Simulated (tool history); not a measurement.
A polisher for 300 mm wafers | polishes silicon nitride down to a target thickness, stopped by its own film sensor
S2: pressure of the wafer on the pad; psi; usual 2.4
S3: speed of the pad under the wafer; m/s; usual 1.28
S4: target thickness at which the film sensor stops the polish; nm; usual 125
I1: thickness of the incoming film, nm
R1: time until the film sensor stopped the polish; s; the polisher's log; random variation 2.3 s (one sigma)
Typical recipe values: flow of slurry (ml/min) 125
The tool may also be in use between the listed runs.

run 1 day=0 | flow_of_slurry_(ml/min)=125 S2=2.4 S3=1.28 S4=125 | I1=329.7 | R1=149.1
run 2 day=1.604 | flow_of_slurry_(ml/min)=125 S2=2.2 S3=1.28 S4=104 | I1=326.8 | R1=177
run 3 day=3.288 | flow_of_slurry_(ml/min)=125 S2=2.4 S3=1.28 S4=125 | I1=324.1 | R1=140.8
-- day=4.612 slurry nozzle cleaned
run 4 day=5.571 | flow_of_slurry_(ml/min)=135 S2=3 S3=1.28 S4=125 | I1=330.4 | R1=122.9
-- day=6.475 head pressure recalibrated
run 5 day=8.667 | flow_of_slurry_(ml/min)=135 S2=3 S3=1.28 S4=125 | I1=329.3 | R1=126
run 6 day=12.808 | flow_of_slurry_(ml/min)=125 S2=2.4 S3=1.28 S4=168 | I1=329.8 | R1=130
run 7 day=14.542 | flow_of_slurry_(ml/min)=125 S2=2.4 S3=1.28 S4=168 | I1=323.7 | R1=124.6
-- day=14.817 worn pad replaced by a new one
run 8 day=16.758 | flow_of_slurry_(ml/min)=125 S2=2.4 S3=1.28 S4=125 | I1=329 | R1=166.8
run 9 day=19.904 | flow_of_slurry_(ml/min)=125 S2=2.4 S3=1.28 S4=125 | I1=327.6 | R1=163.6
run 10 day=23.225 | flow_of_slurry_(ml/min)=125 S2=2.4 S3=1.28 S4=125 | I1=331.9 | R1=169.8
run 11 day=26.238 | flow_of_slurry_(ml/min)=125 S2=2.8 S3=1.28 S4=125 | I1=333.4 | R1=147
-- day=30.638 slurry nozzle cleaned, repeated, since the last time left the tool worse
run 12 day=32.033 | flow_of_slurry_(ml/min)=125 S2=2.4 S3=1.28 S4=125 | I1=334.6 | R1=146.6
run 13 day=35.921 | flow_of_slurry_(ml/min)=125 S2=2.4 S3=1.28 S4=125 | I1=333.2 | R1=152.5
run 14 day=39.071 | flow_of_slurry_(ml/min)=125 S2=2.4 S3=1.28 S4=125 | I1=333.8 | R1=150.6
-- day=48.088 worn pad replaced by a new one
-- day=49.95 head pressure recalibrated
run 15 day=51.475 | flow_of_slurry_(ml/min)=80 S2=2.4 S3=1.64 S4=125 | I1=325.8 | R1=143.2
run 16 day=54.171 | flow_of_slurry_(ml/min)=125 S2=2.4 S3=1.28 S4=125 | I1=331.2 | R1=152.8
run 17 day=56.729 | flow_of_slurry_(ml/min)=125 S2=2.4 S3=1.28 S4=57 | I1=325.3 | R1=189.4
run 18 day=59.112 | flow_of_slurry_(ml/min)=125 S2=2.4 S3=1.48 S4=125 | I1=326.4 | R1=131.7
-- day=60.758 slurry nozzle cleaned
run 19 day=61.912 | flow_of_slurry_(ml/min)=150 S2=2.4 S3=1.56 S4=125 | I1=333.1 | R1=125.2
run 20 day=63.571 | flow_of_slurry_(ml/min)=155 S2=2.4 S3=1.28 S4=125 | I1=327.4 | R1=136
run 21 day=65.821 | flow_of_slurry_(ml/min)=125 S2=2.4 S3=1.7 S4=55 | I1=330.9 | R1=168.7
run 22 day=74.033 | flow_of_slurry_(ml/min)=125 S2=2.4 S3=1.28 S4=125 | I1=333.1 | R1=154.3
run 23 day=78.283 | flow_of_slurry_(ml/min)=90 S2=2.4 S3=0.88 S4=125 | I1=331.6 | R1=206.8
run 24 day=80.433 | flow_of_slurry_(ml/min)=125 S2=2.4 S3=1.28 S4=125 | I1=332.5 | R1=148.9
-- day=81.633 worn pad replaced by a new one
run 25 day=83.367 | flow_of_slurry_(ml/min)=145 S2=2.6 S3=0.94 S4=94 | I1=325.6 | R1=189
run 26 day=86.233 | flow_of_slurry_(ml/min)=125 S2=2.1 S3=0.94 S4=125 | I1=324.7 | R1=198.3
run 27 day=88.925 | flow_of_slurry_(ml/min)=100 S2=1.6 S3=0.86 S4=181 | I1=331.6 | R1=224.9
run 28 day=90.946 | flow_of_slurry_(ml/min)=125 S2=2.4 S3=1.28 S4=125 | I1=330.7 | R1=153.4
-- day=91.329 slurry nozzle cleaned
run 29 day=95.104 | flow_of_slurry_(ml/min)=125 S2=2.1 S3=0.94 S4=88 | I1=330.8 | R1=233.3
-- day=97.271 head pressure recalibrated
run 30 day=100.746 | flow_of_slurry_(ml/min)=80 S2=2.4 S3=1.64 S4=125 | I1=332.1 | R1=142.8
run 31 day=103.188 | flow_of_slurry_(ml/min)=165 S2=2 S3=1.62 S4=125 | I1=331.9 | R1=147.6
run 32 day=107.654 | flow_of_slurry_(ml/min)=140 S2=2.1 S3=1.28 S4=125 | I1=330.2 | R1=166.5
run 33 day=109.533 | flow_of_slurry_(ml/min)=125 S2=2.8 S3=1.28 S4=75 | I1=332.5 | R1=162.3
-- day=110.867 worn pad replaced by a new one
run 34 day=113.483 | flow_of_slurry_(ml/min)=125 S2=2.4 S3=1.04 S4=125 | I1=326.4 | R1=167.5
run 35 day=117.888 | flow_of_slurry_(ml/min)=165 S2=1.9 S3=0.84 S4=125 | I1=324.4 | R1=221.9
run 36 day=120.083 | flow_of_slurry_(ml/min)=125 S2=2.8 S3=1.28 S4=125 | I1=331.6 | R1=131.1
run 37 day=122.433 | flow_of_slurry_(ml/min)=125 S2=2.4 S3=0.9 S4=91 | I1=328.9 | R1=215.6

Predict each of these 3 candidate next runs independently; none follows another, all start after run 37:
run A day=122.454 | flow_of_slurry_(ml/min)=125 S2=2.6 S3=1.28 S4=125 | I1=330.5 | R1=?
run B day=122.454 | flow_of_slurry_(ml/min)=125 S2=3.1 S3=1.06 S4=125 | I1=330.5 | R1=?
run C day=122.454 | flow_of_slurry_(ml/min)=140 S2=2.4 S3=1.28 S4=77 | I1=330.5 | R1=?

run=A R1=139
run=B R1=131.7
run=C R1=181.5
Take away the tool's hidden state, keep each run's random variation, and the runs would have read:
run=A R1=132.8
run=B R1=125.8
run=C R1=174
